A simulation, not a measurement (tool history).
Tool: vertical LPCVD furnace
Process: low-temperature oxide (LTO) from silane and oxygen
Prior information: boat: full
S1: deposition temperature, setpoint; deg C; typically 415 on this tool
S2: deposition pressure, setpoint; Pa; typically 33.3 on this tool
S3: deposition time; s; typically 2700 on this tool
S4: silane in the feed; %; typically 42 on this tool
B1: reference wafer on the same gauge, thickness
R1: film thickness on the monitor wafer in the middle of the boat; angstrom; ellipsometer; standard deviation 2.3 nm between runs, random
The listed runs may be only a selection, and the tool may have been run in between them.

run 1 hour=0 | S1=409 S2=33.3 S3=2700 S4=42 | B1=510.42 | R1=5063.9
run 2 hour=46.5 | S1=409 S2=33.3 S3=2700 S4=42 | B1=509.78 | R1=5000.1
run 3 hour=90.1 | S1=406 S2=33.3 S3=2700 S4=42 | B1=509.7 | R1=4865.4
-- hour=134.7 gauge calibrated
run 4 hour=193.3 | S1=415 S2=33.3 S3=2700 S4=48 | B1=509.52 | R1=6020.9
run 5 hour=239.1 | S1=415 S2=33.3 S3=2700 S4=48 | B1=510.47 | R1=6042
run 6 hour=325 | S1=415 S2=33.3 S3=2700 S4=42 | B1=510.24 | R1=5288.5
run 7 hour=411.6 | S1=415 S2=33.3 S3=2700 S4=42 | B1=509.21 | R1=5310.1
run 8 hour=466.2 | S1=415 S2=33.3 S3=2700 S4=37 | B1=510.48 | R1=4575
run 9 hour=555.3 | S1=415 S2=29.3 S3=2700 S4=49 | B1=509.83 | R1=5369

Predict the results of run 10:
run 10 hour=620.6 | S1=415 S2=33.3 S3=3600 S4=34 | B1=? | R1=?

{"run 10": {"B1": 509.66, "R1": 5447.3}}
Had the tool carried no hidden state, the very same run would have given R1 5586.4 angstrom.

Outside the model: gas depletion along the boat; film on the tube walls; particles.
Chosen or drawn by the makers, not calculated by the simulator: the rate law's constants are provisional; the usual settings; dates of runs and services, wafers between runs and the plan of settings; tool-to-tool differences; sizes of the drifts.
